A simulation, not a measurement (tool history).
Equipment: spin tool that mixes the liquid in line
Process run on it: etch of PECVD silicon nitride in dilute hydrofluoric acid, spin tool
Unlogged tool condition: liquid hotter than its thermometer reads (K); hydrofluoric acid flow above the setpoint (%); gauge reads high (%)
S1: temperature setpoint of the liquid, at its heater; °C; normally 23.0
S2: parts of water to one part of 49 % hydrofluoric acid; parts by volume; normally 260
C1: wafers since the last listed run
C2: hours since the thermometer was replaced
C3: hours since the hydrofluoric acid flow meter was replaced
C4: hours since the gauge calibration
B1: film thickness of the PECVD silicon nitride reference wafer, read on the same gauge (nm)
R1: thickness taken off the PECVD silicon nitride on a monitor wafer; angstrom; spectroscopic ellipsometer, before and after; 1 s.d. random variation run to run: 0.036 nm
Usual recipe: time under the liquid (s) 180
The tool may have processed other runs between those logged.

run 1 day=0.000 | S1=23.0 S2=295 time_under_the_liquid_(s)=260 | C1=0 C2=898.2 C3=1284.0 C4=343.0 | B1=59.998 | R1=28.47
run 2 day=1.329 | S1=23.0 S2=260 time_under_the_liquid_(s)=180 | C1=335 C2=930.1 C3=1315.9 C4=374.9 | B1=59.990 | R1=23.12
run 3 day=1.642 | S1=23.0 S2=260 time_under_the_liquid_(s)=180 | C1=78 C2=937.6 C3=1323.4 C4=382.4 | B1=60.028 | R1=23.47
run 4 day=1.988 | S1=23.0 S2=260 time_under_the_liquid_(s)=180 | C1=87 C2=945.9 C3=1331.7 C4=390.7 | B1=59.984 | R1=23.75
run 5 day=2.621 | S1=23.0 S2=260 time_under_the_liquid_(s)=180 | C1=159 C2=961.1 C3=1346.9 C4=405.9 | B1=60.000 | R1=23.13
run 6 day=2.996 | S1=19.5 S2=335 time_under_the_liquid_(s)=180 | C1=94 C2=970.1 C3=1355.9 C4=414.9 | B1=60.014 | R1=14.84
run 7 day=3.375 | S1=19.5 S2=335 time_under_the_liquid_(s)=180 | C1=95 C2=979.2 C3=1365.0 C4=424.0 | B1=60.016 | R1=14.28
run 8 day=3.821 | S1=23.0 S2=190 time_under_the_liquid_(s)=180 | C1=112 C2=989.9 C3=1375.7 C4=434.7 | B1=60.006 | R1=31.57
run 9 day=4.492 | S1=23.0 S2=190 time_under_the_liquid_(s)=180 | C1=169 C2=1006.0 C3=1391.8 C4=450.8 | B1=59.977 | R1=31.43
run 10 day=6.038 | S1=23.0 S2=190 time_under_the_liquid_(s)=180 | C1=390 C2=1043.1 C3=1428.9 C4=487.9 | B1=60.017 | R1=31.39
-- day=6.254 gauge calibrated
run 11 day=6.588 | S1=23.0 S2=160 time_under_the_liquid_(s)=180 | C1=138 C2=1056.3 C3=1442.1 C4=8.0 | B1=60.011 | R1=37.83
run 12 day=6.938 | S1=23.0 S2=160 time_under_the_liquid_(s)=180 | C1=88 C2=1064.7 C3=1450.5 C4=16.4 | B1=59.994 | R1=37.72
run 13 day=7.238 | S1=23.0 S2=160 time_under_the_liquid_(s)=180 | C1=75 C2=1071.9 C3=1457.7 C4=23.6 | B1=60.016 | R1=37.77
-- day=7.471 thermometer replaced
run 14 day=8.933 | S1=23.0 S2=260 time_under_the_liquid_(s)=180 | C1=417 C2=35.1 C3=1498.4 C4=64.3 | B1=60.013 | R1=23.68
run 15 day=9.212 | S1=23.0 S2=260 time_under_the_liquid_(s)=180 | C1=70 C2=41.8 C3=1505.1 C4=71.0 | B1=60.045 | R1=22.53
run 16 day=9.475 | S1=27.0 S2=135 time_under_the_liquid_(s)=140 | C1=66 C2=48.1 C3=1511.4 C4=77.3 | B1=60.004 | R1=45.51
run 17 day=10.017 | S1=23.0 S2=315 time_under_the_liquid_(s)=95 | C1=136 C2=61.1 C3=1524.4 C4=90.3 | B1=60.003 | R1=9.85
-- day=10.625 hydrofluoric acid flow meter replaced
run 18 day=10.646 | S1=26.5 S2=260 time_under_the_liquid_(s)=100 | C1=148 C2=76.2 C3=0.5 C4=105.4 | B1=59.986 | R1=15.99
run 19 day=11.004 | S1=26.0 S2=260 time_under_the_liquid_(s)=85 | C1=90 C2=84.8 C3=9.1 C4=114.0 | B1=60.007 | R1=13.05
run 20 day=11.350 | S1=23.0 S2=205 time_under_the_liquid_(s)=215 | C1=87 C2=93.1 C3=17.4 C4=122.3 | B1=60.006 | R1=34.90
run 21 day=11.958 | S1=23.0 S2=315 time_under_the_liquid_(s)=95 | C1=153 C2=107.7 C3=32.0 C4=136.9 | B1=60.010 | R1=10.10
run 22 day=12.692 | S1=23.0 S2=260 time_under_the_liquid_(s)=75 | C1=185 C2=125.3 C3=49.6 C4=154.5 | B1=59.995 | R1=9.44
run 23 day=13.038 | S1=23.0 S2=215 time_under_the_liquid_(s)=285 | C1=87 C2=133.6 C3=57.9 C4=162.8 | B1=60.011 | R1=44.04
run 24 day=13.300 | S1=23.0 S2=340 time_under_the_liquid_(s)=180 | C1=66 C2=139.9 C3=64.2 C4=169.1 | B1=59.996 | R1=17.54
run 25 day=13.612 | S1=23.0 S2=260 time_under_the_liquid_(s)=180 | C1=78 C2=147.4 C3=71.7 C4=176.6 | B1=60.036 | R1=23.44
run 26 day=14.104 | S1=28.0 S2=195 time_under_the_liquid_(s)=270 | C1=124 C2=159.2 C3=83.5 C4=188.4 | B1=59.985 | R1=62.71
run 27 day=16.046 | S1=23.0 S2=260 time_under_the_liquid_(s)=180 | C1=490 C2=205.8 C3=130.1 C4=235.0 | B1=60.013 | R1=23.41
run 28 day=16.600 | S1=27.5 S2=150 time_under_the_liquid_(s)=180 | C1=139 C2=219.1 C3=143.4 C4=248.3 | B1=59.982 | R1=54.56
run 29 day=17.217 | S1=23.0 S2=260 time_under_the_liquid_(s)=180 | C1=155 C2=233.9 C3=158.2 C4=263.1 | B1=59.988 | R1=23.51
run 30 day=17.829 | S1=23.0 S2=260 time_under_the_liquid_(s)=180 | C1=154 C2=248.6 C3=172.9 C4=277.8 | B1=60.021 | R1=23.18
run 31 day=18.267 | S1=25.0 S2=260 time_under_the_liquid_(s)=180 | C1=110 C2=259.1 C3=183.4 C4=288.3 | B1=60.022 | R1=26.34

Predict each of these 5 candidate next runs independently; none follows another, all start after run 31:
run A day=18.288 | S1=26.0 S2=260 time_under_the_liquid_(s)=180 | C1=5 C2=259.6 C3=183.9 C4=288.8 | B1=? | R1=?
run B day=18.288 | S1=18.5 S2=345 time_under_the_liquid_(s)=180 | C1=5 C2=259.6 C3=183.9 C4=288.8 | B1=? | R1=?
run C day=18.288 | S1=20.5 S2=310 time_under_the_liquid_(s)=75 | C1=5 C2=259.6 C3=183.9 C4=288.8 | B1=? | R1=?
run D day=18.288 | S1=20.5 S2=260 time_under_the_liquid_(s)=180 | C1=5 C2=259.6 C3=183.9 C4=288.8 | B1=? | R1=?
run E day=18.288 | S1=27.5 S2=305 time_under_the_liquid_(s)=180 | C1=5 C2=259.6 C3=183.9 C4=288.8 | B1=? | R1=?

run=A B1=59.994 R1=27.59
run=B B1=59.994 R1=13.12
run=C B1=59.994 R1=6.88
run=D B1=59.994 R1=19.58
run=E B1=59.994 R1=25.70
The same runs, with their run-to-run variation unchanged, on a tool lacking any hidden condition would have given:
run=A R1=27.59
run=B R1=13.12
run=C R1=6.88
run=D R1=19.58
run=E R1=25.70

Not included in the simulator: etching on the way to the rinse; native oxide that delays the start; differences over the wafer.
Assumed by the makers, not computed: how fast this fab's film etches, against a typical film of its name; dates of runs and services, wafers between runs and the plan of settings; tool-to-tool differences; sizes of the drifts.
